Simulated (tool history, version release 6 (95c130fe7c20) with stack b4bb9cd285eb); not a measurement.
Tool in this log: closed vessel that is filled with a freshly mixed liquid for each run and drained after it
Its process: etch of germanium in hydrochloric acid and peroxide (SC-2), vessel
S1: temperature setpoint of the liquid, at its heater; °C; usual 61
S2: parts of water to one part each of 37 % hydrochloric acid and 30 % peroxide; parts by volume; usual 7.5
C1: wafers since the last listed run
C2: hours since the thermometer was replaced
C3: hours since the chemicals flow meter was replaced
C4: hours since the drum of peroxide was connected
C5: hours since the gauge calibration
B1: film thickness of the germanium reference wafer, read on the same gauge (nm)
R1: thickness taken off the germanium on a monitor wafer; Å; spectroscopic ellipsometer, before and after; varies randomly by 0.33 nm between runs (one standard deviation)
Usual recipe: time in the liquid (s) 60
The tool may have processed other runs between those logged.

Run 1, hour 0: usual settings but time in the liquid (s) 40; C1 0; C2 1932.7; C3 912.5; C4 274; C5 2102.1; B1 110. Result: R1 1112.1 Å.
Run 2, hour 43.2: usual settings but S1 57.5 °C; C1 4011; C2 1975.9; C3 955.7; C4 317.2; C5 2145.3; B1 110.03. Result: R1 1501.2 Å.
Run 3, hour 96.6: usual settings but S1 57.5 °C; C1 4958; C2 2029.3; C3 1009.1; C4 370.6; C5 2198.7; B1 109.99. Result: R1 1496.5 Å.
At hour 101.2: gauge calibrated.
Run 4, hour 156: usual settings but S1 57.5 °C; C1 5515; C2 2088.7; C3 1068.5; C4 430; C5 54.8; B1 110.02. Result: R1 1497.4 Å.
Run 5, hour 180: usual settings but S2 6 parts by volume, time in the liquid (s) 35; C1 2228; C2 2112.7; C3 1092.5; C4 454; C5 78.8; B1 109.98. Result: R1 984.9 Å.
Run 6, hour 232.6: usual settings; C1 4884; C2 2165.3; C3 1145.1; C4 506.6; C5 131.4; B1 109.99. Result: R1 1664 Å.
Run 7, hour 300.9: usual settings but S1 58 °C, S2 6.5 parts by volume, time in the liquid (s) 35; C1 6341; C2 2233.6; C3 1213.4; C4 574.9; C5 199.7; B1 110.02. Result: R1 893.5 Å.
Run 8, hour 326.2: usual settings but S2 11 parts by volume; C1 2349; C2 2258.9; C3 1238.7; C4 600.2; C5 225; B1 110. Result: R1 1599.4 Å.
At hour 336.4: new drum of peroxide connected.
Run 9, hour 382.6: usual settings but S2 8.5 parts by volume; C1 5144; C2 2315.3; C3 1295.1; C4 46.2; C5 281.4; B1 110. Result: R1 1659.5 Å.
Run 10, hour 427.4: usual settings; C1 4159; C2 2360.1; C3 1339.9; C4 91; C5 326.2; B1 110.02. Result: R1 1675.2 Å.
Run 11, hour 476.4: usual settings but time in the liquid (s) 40; C1 4549; C2 2409.1; C3 1388.9; C4 140; C5 375.2; B1 110. Result: R1 1119.9 Å.
Run 12, hour 517.1: usual settings; C1 3779; C2 2449.8; C3 1429.6; C4 180.7; C5 415.9; B1 109.96. Result: R1 1671.1 Å.
Run 13, hour 545.7: usual settings but time in the liquid (s) 30; C1 2655; C2 2478.4; C3 1458.2; C4 209.3; C5 444.5; B1 110. Result: R1 834.9 Å.
At hour 556.8: thermometer replaced.
Run 14, hour 576.7: usual settings but S2 11 parts by volume, time in the liquid (s) 35; C1 2785; C2 19.9; C3 1489.2; C4 240.3; C5 475.5; B1 109.99. Result: R1 936.4 Å.
Run 15, hour 647.6: usual settings but S1 69.5 °C, S2 6.5 parts by volume, time in the liquid (s) 80; C1 6583; C2 90.8; C3 1560.1; C4 311.2; C5 546.4; B1 110.03. Result: R1 2866 Å.
Run 16, hour 711.1: usual settings but S1 56.5 °C, S2 9.5 parts by volume, time in the liquid (s) 45; C1 5896; C2 154.3; C3 1623.6; C4 374.7; C5 609.9; B1 109.99. Result: R1 1072.3 Å.
Run 17, hour 780.4: usual settings but S2 4 parts by volume; C1 6434; C2 223.6; C3 1692.9; C4 444; C5 679.2; B1 109.98. Result: R1 1701.6 Å.
Run 18, hour 838.1: usual settings; C1 5357; C2 281.3; C3 1750.6; C4 501.7; C5 736.9; B1 110. Result: R1 1668.7 Å.
At hour 902.6: new drum of peroxide connected.
Run 19, hour 903.9: usual settings but time in the liquid (s) 95; C1 6016; C2 347.1; C3 1816.4; C4 1.3; C5 802.7; B1 110. Result: R1 2665.6 Å.
At hour 916.3: chemicals flow meter replaced.
Run 20, hour 970.3: usual settings but S1 57 °C, S2 11 parts by volume, time in the liquid (s) 90; C1 6072; C2 413.5; C3 54; C4 67.7; C5 869.1; B1 109.98. Result: R1 2144.7 Å.
Run 21, hour 1013.8: usual settings but S1 53 °C; C1 4039; C2 457; C3 97.5; C4 111.2; C5 912.6; B1 109.97. Result: R1 1305.3 Å.
Run 22, hour 1140.1: usual settings but S1 68.5 °C, S2 10 parts by volume, time in the liquid (s) 80; C1 11727; C2 583.3; C3 223.8; C4 237.5; C5 1038.9; B1 109.99. Result: R1 2671.1 Å.
Run 23, hour 1193.9: usual settings but S1 64 °C, S2 11.5 parts by volume, time in the liquid (s) 40; C1 4995; C2 637.1; C3 277.6; C4 291.3; C5 1092.7; B1 110.01. Result: R1 1160.4 Å.
Run 24, hour 1240.3: usual settings but S1 64.5 °C, S2 4 parts by volume, time in the liquid (s) 75; C1 4308; C2 683.5; C3 324; C4 337.7; C5 1139.1; B1 110.02. Result: R1 2366.6 Å.
Run 25, hour 1293.5: usual settings; C1 4939; C2 736.7; C3 377.2; C4 390.9; C5 1192.3; B1 109.99. Result: R1 1657.6 Å.
Run 26, hour 1364.7: usual settings but S1 64.5 °C, S2 10.5 parts by volume, time in the liquid (s) 45; C1 6611; C2 807.9; C3 448.4; C4 462.1; C5 1263.5; B1 110. Result: R1 1333 Å.
At hour 1470.5: new drum of peroxide connected.
Run 27, hour 1502.2: usual settings but S1 69.5 °C, S2 6.5 parts by volume, time in the liquid (s) 80; C1 12674; C2 945.4; C3 585.9; C4 31.7; C5 1401; B1 110.01. Result: R1 2878.1 Å.
Run 28, hour 1528.7: usual settings; C1 2460; C2 971.9; C3 612.4; C4 58.2; C5 1427.5; B1 110.02. Result: R1 1668.2 Å.
Run 29, hour 1556.2: usual settings; C1 2553; C2 999.4; C3 639.9; C4 85.7; C5 1455; B1 110.01. Result: R1 1667.1 Å.

Alternative continuations, all from the tool just after run 29; predict every row:
Run A, hour 1556.9: usual settings; C1 64; C2 1000.1; C3 640.6; C4 86.4; C5 1455.7; B1 ?. Result: R1 ?.
Run B, hour 1556.9: usual settings but S2 4.5 parts by volume; C1 64; C2 1000.1; C3 640.6; C4 86.4; C5 1455.7; B1 ?. Result: R1 ?.
Run C, hour 1556.9: usual settings but S1 70 °C, S2 9.5 parts by volume, time in the liquid (s) 40; C1 64; C2 1000.1; C3 640.6; C4 86.4; C5 1455.7; B1 ?. Result: R1 ?.
Run D, hour 1556.9: usual settings but S1 66 °C, time in the liquid (s) 75; C1 64; C2 1000.1; C3 640.6; C4 86.4; C5 1455.7; B1 ?. Result: R1 ?.
Run E, hour 1556.9: usual settings but S2 4.5 parts by volume, time in the liquid (s) 35; C1 64; C2 1000.1; C3 640.6; C4 86.4; C5 1455.7; B1 ?. Result: R1 ?.

run      B1      R1
  A  110.02  1668.7
  B  110.02  1706.1
  C  110.02  1409.4
  D  110.02  2412.9
  E  110.02   995.2
Without the tool's unlogged condition, the same runs would have read:
run      R1
  A  1664.6
  B  1705.4
  C  1403.5
  D  2406.4
  E   994.8

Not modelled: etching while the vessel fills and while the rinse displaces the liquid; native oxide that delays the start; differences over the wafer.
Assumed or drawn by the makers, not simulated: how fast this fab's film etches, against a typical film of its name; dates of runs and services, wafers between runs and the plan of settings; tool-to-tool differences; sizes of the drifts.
